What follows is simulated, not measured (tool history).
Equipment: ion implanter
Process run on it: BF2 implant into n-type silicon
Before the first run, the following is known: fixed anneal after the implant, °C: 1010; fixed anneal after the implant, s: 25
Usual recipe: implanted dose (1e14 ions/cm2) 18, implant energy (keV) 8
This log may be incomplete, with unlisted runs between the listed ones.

run   hour  implanted dose (1e14 ions/cm2)  implant energy (keV)  read-back reference wafer on the same gauge, sheet resistance  sheet resistance of the implanted and annealed layer (ohm/square)
  1      0                              18                     6                                                         183.37                                                             203.54
  2   16.4                              18                     8                                                         183.19                                                             190.33
  3     36                              18                     8                                                         183.09                                                             189.59
  4   53.9                              18                     8                                                         182.99                                                             190.24
  5   85.6                              18                     8                                                         182.65                                                             189.89
  6  100.2                              18                     8                                                          182.6                                                             189.59
  7    113                              18                     8                                                          182.5                                                                189
  8    126                              18                     8                                                         182.39                                                             189.63
  9  139.3                              18                     8                                                         182.33                                                             189.63
     151.7  -- extraction supply calibrated
 10  154.6                              18                   6.5                                                         182.15                                                             198.93
 11  167.5                           14.19                  10.5                                                         182.11                                                             181.21
       185  -- Faraday cup replaced and dose calibrated
 12  185.5                           14.59                     6                                                            182                                                             205.11
 13  190.6                              18                     9                                                         181.93                                                             183.82
     200.5  -- gauge calibrated
 14  205.2                           14.14                   9.5                                                          184.4                                                             188.11
 15  216.4                            22.2                   5.5                                                         184.21                                                             209.09
 16  231.8                              18                   9.5                                                         184.16                                                             183.52
 17  244.5                              18                     8                                                         184.07                                                             191.12
 18  258.2                           15.58                  10.5                                                         183.99                                                             180.83
 19    267                              18                     8                                                         183.87                                                             191.03
 20  279.5                              18                     6                                                          183.8                                                             203.84
 21  287.3                           14.05                     7                                                         183.79                                                             201.41

State the hidden condition of the tool at each of the runs:
deviation of the true dose from the Faraday cup's reading, %: 0 in every run
deviation of the true energy from its setpoint, %: 0 in every run
H1: gauge reads high (%)
run       H1
  1   -0.363
  2   -0.428
  3   -0.507
  4   -0.578
  5   -0.705
  6   -0.763
  7   -0.815
  8   -0.867
  9    -0.92
 10   -0.981
 11    -1.03
 12     -1.1
 13    -1.13
 14    0.197
 15    0.152
 16   0.0905
 17   0.0397
 18  -0.0151
 19  -0.0503
 20     -0.1
 21   -0.131

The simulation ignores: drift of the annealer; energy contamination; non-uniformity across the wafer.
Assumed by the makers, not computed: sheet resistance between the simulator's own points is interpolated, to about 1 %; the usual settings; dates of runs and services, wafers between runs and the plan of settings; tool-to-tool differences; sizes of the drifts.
